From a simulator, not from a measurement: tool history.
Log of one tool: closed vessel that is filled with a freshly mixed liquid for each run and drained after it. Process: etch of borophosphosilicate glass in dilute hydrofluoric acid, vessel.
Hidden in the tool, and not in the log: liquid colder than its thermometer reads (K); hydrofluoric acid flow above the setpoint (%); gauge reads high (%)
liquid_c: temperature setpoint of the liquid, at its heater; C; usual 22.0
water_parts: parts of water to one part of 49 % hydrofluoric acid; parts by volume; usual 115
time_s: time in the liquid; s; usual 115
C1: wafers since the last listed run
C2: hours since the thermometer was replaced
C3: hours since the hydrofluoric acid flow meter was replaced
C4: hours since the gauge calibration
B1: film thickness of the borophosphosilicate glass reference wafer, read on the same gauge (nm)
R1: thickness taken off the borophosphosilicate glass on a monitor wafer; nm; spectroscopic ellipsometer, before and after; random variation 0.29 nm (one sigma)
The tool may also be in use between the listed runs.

run 1 hour=0.0 | liquid_c=22.0 water_parts=130 time_s=115 | C1=0 C2=2569.4 C3=1653.7 C4=105.3 | B1=70.02 | R1=44.40
run 2 hour=47.0 | liquid_c=22.0 water_parts=115 time_s=115 | C1=3831 C2=2616.4 C3=1700.7 C4=152.3 | B1=70.00 | R1=50.64
run 3 hour=62.9 | liquid_c=22.0 water_parts=115 time_s=115 | C1=1296 C2=2632.3 C3=1716.6 C4=168.2 | B1=70.01 | R1=51.06
run 4 hour=77.3 | liquid_c=22.0 water_parts=115 time_s=115 | C1=1174 C2=2646.7 C3=1731.0 C4=182.6 | B1=70.01 | R1=50.91
run 5 hour=92.4 | liquid_c=22.0 water_parts=115 time_s=115 | C1=1231 C2=2661.8 C3=1746.1 C4=197.7 | B1=69.99 | R1=51.12
run 6 hour=100.6 | liquid_c=22.0 water_parts=115 time_s=115 | C1=668 C2=2670.0 C3=1754.3 C4=205.9 | B1=70.04 | R1=51.00
run 7 hour=110.3 | liquid_c=22.0 water_parts=115 time_s=115 | C1=790 C2=2679.7 C3=1764.0 C4=215.6 | B1=70.02 | R1=51.04
-- hour=116.2 thermometer replaced
run 8 hour=122.7 | liquid_c=22.0 water_parts=115 time_s=115 | C1=929 C2=6.5 C3=1776.4 C4=228.0 | B1=70.00 | R1=50.94
run 9 hour=140.5 | liquid_c=22.0 water_parts=115 time_s=115 | C1=1451 C2=24.3 C3=1794.2 C4=245.8 | B1=70.03 | R1=50.98
run 10 hour=154.4 | liquid_c=22.0 water_parts=115 time_s=115 | C1=1133 C2=38.2 C3=1808.1 C4=259.7 | B1=70.02 | R1=51.19
-- hour=160.7 hydrofluoric acid flow meter replaced
run 11 hour=163.6 | liquid_c=22.0 water_parts=115 time_s=115 | C1=668 C2=47.4 C3=2.9 C4=268.9 | B1=70.00 | R1=45.95
run 12 hour=175.8 | liquid_c=22.0 water_parts=115 time_s=115 | C1=994 C2=59.6 C3=15.1 C4=281.1 | B1=70.03 | R1=45.74
run 13 hour=225.9 | liquid_c=22.0 water_parts=115 time_s=115 | C1=4084 C2=109.7 C3=65.2 C4=331.2 | B1=70.00 | R1=46.12
run 14 hour=235.2 | liquid_c=22.0 water_parts=115 time_s=115 | C1=758 C2=119.0 C3=74.5 C4=340.5 | B1=69.99 | R1=45.68
run 15 hour=246.9 | liquid_c=22.0 water_parts=115 time_s=115 | C1=953 C2=130.7 C3=86.2 C4=352.2 | B1=70.04 | R1=45.81
run 16 hour=254.9 | liquid_c=26.0 water_parts=115 time_s=95 | C1=652 C2=138.7 C3=94.2 C4=360.2 | B1=70.01 | R1=44.82
run 17 hour=261.7 | liquid_c=20.5 water_parts=170 time_s=145 | C1=554 C2=145.5 C3=101.0 C4=367.0 | B1=70.00 | R1=35.20
-- hour=276.2 gauge calibrated
run 18 hour=278.6 | liquid_c=24.0 water_parts=115 time_s=155 | C1=1377 C2=162.4 C3=117.9 C4=2.4 | B1=69.99 | R1=66.94
run 19 hour=291.1 | liquid_c=25.0 water_parts=115 time_s=90 | C1=1019 C2=174.9 C3=130.4 C4=14.9 | B1=69.98 | R1=40.53
run 20 hour=301.8 | liquid_c=22.0 water_parts=115 time_s=115 | C1=872 C2=185.6 C3=141.1 C4=25.6 | B1=70.01 | R1=46.60
run 21 hour=310.7 | liquid_c=22.0 water_parts=95 time_s=150 | C1=725 C2=194.5 C3=150.0 C4=34.5 | B1=70.00 | R1=74.29
run 22 hour=318.8 | liquid_c=19.5 water_parts=95 time_s=95 | C1=660 C2=202.6 C3=158.1 C4=42.6 | B1=70.01 | R1=43.19
run 23 hour=328.6 | liquid_c=18.0 water_parts=95 time_s=115 | C1=799 C2=212.4 C3=167.9 C4=52.4 | B1=70.00 | R1=47.97
run 24 hour=344.8 | liquid_c=22.0 water_parts=115 time_s=50 | C1=1320 C2=228.6 C3=184.1 C4=68.6 | B1=70.00 | R1=20.34
run 25 hour=352.9 | liquid_c=22.0 water_parts=115 time_s=115 | C1=660 C2=236.7 C3=192.2 C4=76.7 | B1=69.99 | R1=47.19
run 26 hour=361.9 | liquid_c=26.5 water_parts=150 time_s=60 | C1=733 C2=245.7 C3=201.2 C4=85.7 | B1=69.99 | R1=21.11
run 27 hour=377.0 | liquid_c=22.0 water_parts=90 time_s=115 | C1=1231 C2=260.8 C3=216.3 C4=100.8 | B1=70.00 | R1=61.29
run 28 hour=392.7 | liquid_c=22.0 water_parts=115 time_s=115 | C1=1280 C2=276.5 C3=232.0 C4=116.5 | B1=70.00 | R1=46.43
run 29 hour=406.7 | liquid_c=22.0 water_parts=115 time_s=115 | C1=1141 C2=290.5 C3=246.0 C4=130.5 | B1=69.98 | R1=46.33
run 30 hour=413.1 | liquid_c=22.0 water_parts=115 time_s=115 | C1=521 C2=296.9 C3=252.4 C4=136.9 | B1=69.99 | R1=46.25
run 31 hour=425.7 | liquid_c=20.5 water_parts=115 time_s=70 | C1=1027 C2=309.5 C3=265.0 C4=149.5 | B1=70.00 | R1=27.00
run 32 hour=458.7 | liquid_c=18.0 water_parts=140 time_s=90 | C1=2690 C2=342.5 C3=298.0 C4=182.5 | B1=70.01 | R1=24.85
run 33 hour=475.4 | liquid_c=25.0 water_parts=85 time_s=150 | C1=1361 C2=359.2 C3=314.7 C4=199.2 | B1=70.02 | R1=96.75

Measured less the same run without the tool's hidden state. The same run-to-run variation is in both; the gauge's scatter may not be:
run=1 R1=+4.80
run=2 R1=+5.54
run=3 R1=+5.62
run=4 R1=+5.64
run=5 R1=+5.71
run=6 R1=+5.71
run=7 R1=+5.75
run=8 R1=+5.77
run=9 R1=+5.82
run=10 R1=+5.87
run=11 R1=+0.47
run=12 R1=+0.50
run=13 R1=+0.65
run=14 R1=+0.67
run=15 R1=+0.71
run=16 R1=+0.72
run=17 R1=+0.60
run=18 R1=+1.17
run=19 R1=+0.74
run=20 R1=+0.88
run=21 R1=+1.41
run=22 R1=+0.84
run=23 R1=+0.96
run=24 R1=+0.44
run=25 R1=+1.04
run=26 R1=+0.50
run=27 R1=+1.41
run=28 R1=+1.14
run=29 R1=+1.17
run=30 R1=+1.19
run=31 R1=+0.71
run=32 R1=+0.71
run=33 R1=+2.80
